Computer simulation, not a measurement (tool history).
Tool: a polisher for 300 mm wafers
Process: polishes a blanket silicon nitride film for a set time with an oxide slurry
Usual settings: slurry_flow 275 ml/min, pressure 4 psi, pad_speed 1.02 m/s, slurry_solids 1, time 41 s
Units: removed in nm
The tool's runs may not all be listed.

| run | hour | slurry_flow | pressure | pad_speed | slurry_solids | time | incoming thickness of the incoming film, nm | removed |
|---|---|---|---|---|---|---|---|---|
| 1 | 0 | 275 | 4 | 1.02 | 1 | 41 | 550.3 | 32.5 |
| 2 | 6.4 | 275 | 4 | 1.02 | 1 | 45 | 563.9 | 35.3 |
| 3 | 18 | 275 | 4 | 1.02 | 1 | 45 | 555.9 | 35.5 |
| 4 | 32.3 | 275 | 4 | 1.02 | 1 | 45 | 551.1 | 35.1 |
|  | 43.2 | worn pad replaced by a new one |
|  | 46.4 | head pressure recalibrated |
| 5 | 46.9 | 275 | 4 | 1.02 | 1 | 41 | 556.1 | 32 |
|  | 55.2 | conditioning disc replaced and pad reconditioned |
|  | 55.9 | slurry nozzle cleaned |
|  | 59 | slurry blender recalibrated |
| 6 | 59.5 | 275 | 4 | 1.02 | 1 | 41 | 550.4 | 32 |
| 7 | 76.1 | 275 | 4 | 1.02 | 1 | 41 | 559.1 | 32.2 |
| 8 | 88 | 275 | 4 | 1.02 | 1 | 45 | 551.1 | 35.1 |
| 9 | 96.8 | 275 | 4 | 1.28 | 1 | 29 | 566.3 | 27.4 |
|  | 105.5 | worn pad replaced by a new one |
| 10 | 108 | 275 | 4.7 | 1.02 | 1 | 34 | 557.2 | 31.3 |
| 11 | 114.3 | 235 | 4 | 1.12 | 1 | 41 | 563.6 | 33.8 |
| 12 | 126.2 | 275 | 4 | 0.68 | 1 | 41 | 565 | 23.4 |
| 13 | 141 | 365 | 4 | 0.68 | 1.1 | 29 | 560.8 | 17.1 |
| 14 | 147.5 | 275 | 4 | 1.02 | 1 | 41 | 549.9 | 31.8 |

4 ways to go on from here, each from the tool as it stands after run 14. What would each give?
| A | 147.9 | 275 | 4 | 1.02 | 1 | 41 | 565.3 | ? |
| B | 147.9 | 275 | 4 | 1.02 | 1 | 37 | 565.3 | ? |
| C | 147.9 | 330 | 4 | 1.22 | 1 | 53 | 565.3 | ? |
| D | 147.9 | 275 | 4 | 1.26 | 1 | 35 | 565.3 | ? |

| run | removed |
|---|---|
| A | 32.1 |
| B | 29 |
| C | 48.6 |
| D | 32.4 |
Without the tool's hidden state the same runs would have given:
| run | removed |
|---|---|
| A | 32.1 |
| B | 29 |
| C | 48.6 |
| D | 32.4 |
